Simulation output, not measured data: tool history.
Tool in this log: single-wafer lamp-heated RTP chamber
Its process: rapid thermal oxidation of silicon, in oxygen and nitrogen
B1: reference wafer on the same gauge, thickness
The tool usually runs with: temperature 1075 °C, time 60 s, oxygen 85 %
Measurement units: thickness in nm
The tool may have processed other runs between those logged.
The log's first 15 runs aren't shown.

run 16 hour=805.4 | temperature=1075 time=72 oxygen=85 | B1=10.833 | thickness=10.492
run 17 hour=847.9 | temperature=1075 time=72 oxygen=85 | B1=10.841 | thickness=10.406
-- hour=890.5 gauge calibrated
run 18 hour=894.9 | temperature=1085 time=60 oxygen=85 | B1=10.579 | thickness=9.982
run 19 hour=925.1 | temperature=1075 time=60 oxygen=85 | B1=10.585 | thickness=9.342
run 20 hour=979.1 | temperature=1075 time=72 oxygen=85 | B1=10.609 | thickness=10.209
run 21 hour=1007.7 | temperature=1091 time=60 oxygen=85 | B1=10.609 | thickness=10.409
run 22 hour=1043.6 | temperature=1087 time=60 oxygen=85 | B1=10.62 | thickness=10.148
run 23 hour=1088.1 | temperature=1059 time=34 oxygen=85 | B1=10.643 | thickness=6.587
-- hour=1128.1 oxygen flow controller replaced
run 24 hour=1134.6 | temperature=1049 time=71 oxygen=98 | B1=10.654 | thickness=8.982
-- hour=1169.2 pyrometer window cleaned and pyrometer calibrated
run 25 hour=1169.7 | temperature=1075 time=60 oxygen=85 | B1=10.666 | thickness=9.446
run 26 hour=1222.8 | temperature=1075 time=60 oxygen=85 | B1=10.68 | thickness=9.415
run 27 hour=1253.7 | temperature=1075 time=60 oxygen=85 | B1=10.687 | thickness=9.425
run 28 hour=1298 | temperature=1059 time=60 oxygen=93 | B1=10.698 | thickness=8.755

The next listed run, before its measurement:
run 29 hour=1360.9 | temperature=1083 time=87 oxygen=98 | B1=? | thickness=?

B1: 10.72
thickness: 12.495 nm
Take away the tool's hidden state, keep the run-to-run variation as it was, and the same run would have given thickness 12.317 nm.
